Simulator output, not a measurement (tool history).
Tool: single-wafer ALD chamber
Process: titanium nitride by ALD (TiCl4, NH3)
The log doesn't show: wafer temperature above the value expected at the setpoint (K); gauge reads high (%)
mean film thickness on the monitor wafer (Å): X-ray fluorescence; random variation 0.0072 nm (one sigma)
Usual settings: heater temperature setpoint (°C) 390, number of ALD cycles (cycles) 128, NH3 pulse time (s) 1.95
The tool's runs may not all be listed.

run,day,heater temperature setpoint (°C),number of ALD cycles (cycles),NH3 pulse time (s),wafers since the last listed run,hours since the last thermocouple change,hours since the showerhead was replaced,hours since the gauge calibration,"read-back reference wafer on the same gauge, thickness_nm",mean film thickness on the monitor wafer (Å)
1,0.000,378,128,1.95,0,2161.3,4782.9,264.5,2.755,28.81
2,1.475,378,128,1.95,75,2196.7,4818.3,299.9,2.762,28.88
# day 1.654: gauge calibrated
3,2.133,390,117,1.95,33,2212.5,4834.1,11.5,2.729,26.32
4,3.575,390,117,1.95,73,2247.1,4868.7,46.1,2.727,26.44
5,4.583,390,117,1.95,51,2271.3,4892.9,70.3,2.730,26.40
6,5.979,390,128,2.16,71,2304.8,4926.4,103.8,2.731,29.00
7,6.496,390,128,1.95,26,2317.2,4938.8,116.2,2.733,28.98
# day 7.742: thermocouple changed; heater temperature recalibrated
8,7.762,390,128,1.95,47,0.5,4969.2,146.6,2.735,29.03
9,8.846,390,128,1.95,55,26.5,4995.2,172.6,2.738,28.95
10,9.825,390,122,1.95,49,50.0,5018.7,196.1,2.739,27.65
11,10.375,385,128,2.30,28,63.2,5031.9,209.3,2.744,29.13
12,11.600,402,128,1.95,62,92.6,5061.3,238.7,2.749,29.46
13,12.296,390,128,2.16,35,109.3,5078.0,255.4,2.750,29.19
# day 13.412: showerhead replaced
14,13.433,401,128,1.33,40,136.6,0.5,282.7,2.754,28.70
15,14.017,379,153,2.36,29,150.6,14.5,296.7,2.758,34.95
# day 14.404: gauge calibrated
16,15.517,398,110,1.69,76,186.6,50.5,26.7,2.732,24.78
17,16.450,384,121,2.70,47,209.0,72.9,49.1,2.732,27.60
18,17.638,380,109,2.38,60,237.5,101.4,77.6,2.736,24.73
19,18.771,390,128,2.47,57,264.7,128.6,104.8,2.736,29.28
20,19.304,380,128,1.95,27,277.5,141.4,117.6,2.739,28.58
21,20.675,390,128,1.95,69,310.4,174.3,150.5,2.740,28.98

Forecast each of these 5 alternatives for the next run:
A,20.704,394,128,1.95,1,311.1,175.0,151.2,?,?
B,20.704,384,128,1.48,1,311.1,175.0,151.2,?,?
C,20.704,390,128,2.56,1,311.1,175.0,151.2,?,?
D,20.704,383,154,2.29,1,311.1,175.0,151.2,?,?
E,20.704,390,128,1.31,1,311.1,175.0,151.2,?,?

run,"read-back reference wafer on the same gauge, thickness_nm",mean film thickness on the monitor wafer (Å)
A,2.741,29.03
B,2.741,28.09
C,2.741,29.34
D,2.741,34.89
E,2.741,28.03
Without the tool's hidden state the same runs would have given:
run,mean film thickness on the monitor wafer (Å)
A,28.92
B,27.98
C,29.23
D,34.75
E,27.92

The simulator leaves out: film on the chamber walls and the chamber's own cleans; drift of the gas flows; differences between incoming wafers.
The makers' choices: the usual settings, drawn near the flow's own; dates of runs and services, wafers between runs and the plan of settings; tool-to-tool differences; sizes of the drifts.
